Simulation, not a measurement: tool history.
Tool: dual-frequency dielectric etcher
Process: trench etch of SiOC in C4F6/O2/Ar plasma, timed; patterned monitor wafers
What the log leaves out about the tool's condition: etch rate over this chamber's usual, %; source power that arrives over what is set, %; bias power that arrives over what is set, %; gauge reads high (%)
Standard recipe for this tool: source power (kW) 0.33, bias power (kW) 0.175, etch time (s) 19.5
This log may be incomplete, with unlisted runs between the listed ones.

run	hour	source power (kW)	bias power (kW)	etch time (s)	wafers since the last listed run	hours since the last wet clean	hours since the last source power generator calibration	hours since the last bias power generator calibration	hours since the last upper electrode change	hours since the gauge calibration	read-back reference wafer on the same gauge, depth_nm	mean etch depth across the wafer (angstrom)
1	0	0.33	0.175	19.5	0	370.3	2144	2639.6	2121.3	118.5	40.13	407.3
2	17.9	0.33	0.175	19.5	370	388.2	2161.9	2657.5	2139.2	136.4	40.07	407.3
3	40.5	0.33	0.175	19.5	467	410.8	2184.5	2680.1	2161.8	159	40.12	407.7
4	68.6	0.33	0.175	19.5	581	438.9	2212.6	2708.2	2189.9	187.1	40.09	412.1
5	103.4	0.33	0.175	19.5	719	473.7	2247.4	2743	2224.7	221.9	40.11	409.3
# hour 161.5: wet clean of the chamber
# hour 165: upper electrode replaced, of another model than before
6	185.3	0.33	0.175	19.5	1124	23.8	2329.3	2824.9	20.3	303.8	40.1	395.8
# hour 189.7: gauge calibrated
# hour 197.6: bias power generator calibrated
7	212.8	0.33	0.175	19.5	485	51.3	2356.8	15.2	47.8	23.1	40.11	394.5
8	231.4	0.31	0.213	25.5	384	69.9	2375.4	33.8	66.4	41.7	40.13	534.3
9	251.4	0.31	0.213	25.5	413	89.9	2395.4	53.8	86.4	61.7	40.1	532.2
10	265.5	0.33	0.175	19.5	291	104	2409.5	67.9	100.5	75.8	40.1	397.5
11	287.2	0.27	0.153	23	448	125.7	2431.2	89.6	122.2	97.5	40.1	393.1
12	320.7	0.33	0.175	21	692	159.2	2464.7	123.1	155.7	131	40.08	429.6
# hour 328.3: source power generator calibrated
13	374.3	0.37	0.195	19.5	1025	212.8	46	176.7	209.3	184.6	40.1	447.8
14	393.4	0.33	0.214	14	394	231.9	65.1	195.8	228.4	203.7	40.13	309.3
15	424.8	0.33	0.132	19.5	649	263.3	96.5	227.2	259.8	235.1	40.12	367.6

Forecast each of these 3 alternatives for the next run:
A	425.2	0.33	0.175	19.5	8	263.7	96.9	227.6	260.2	235.5	?	?
B	425.2	0.26	0.137	19.5	8	263.7	96.9	227.6	260.2	235.5	?	?
C	425.2	0.4	0.216	21	8	263.7	96.9	227.6	260.2	235.5	?	?

run	read-back reference wafer on the same gauge, depth_nm	mean etch depth across the wafer (angstrom)
A	40.11	402.2
B	40.11	315.2
C	40.11	521.1
Without the tool's unlogged condition, the same runs would have read:
run	mean etch depth across the wafer (angstrom)
A	390.7
B	306.2
C	506.2

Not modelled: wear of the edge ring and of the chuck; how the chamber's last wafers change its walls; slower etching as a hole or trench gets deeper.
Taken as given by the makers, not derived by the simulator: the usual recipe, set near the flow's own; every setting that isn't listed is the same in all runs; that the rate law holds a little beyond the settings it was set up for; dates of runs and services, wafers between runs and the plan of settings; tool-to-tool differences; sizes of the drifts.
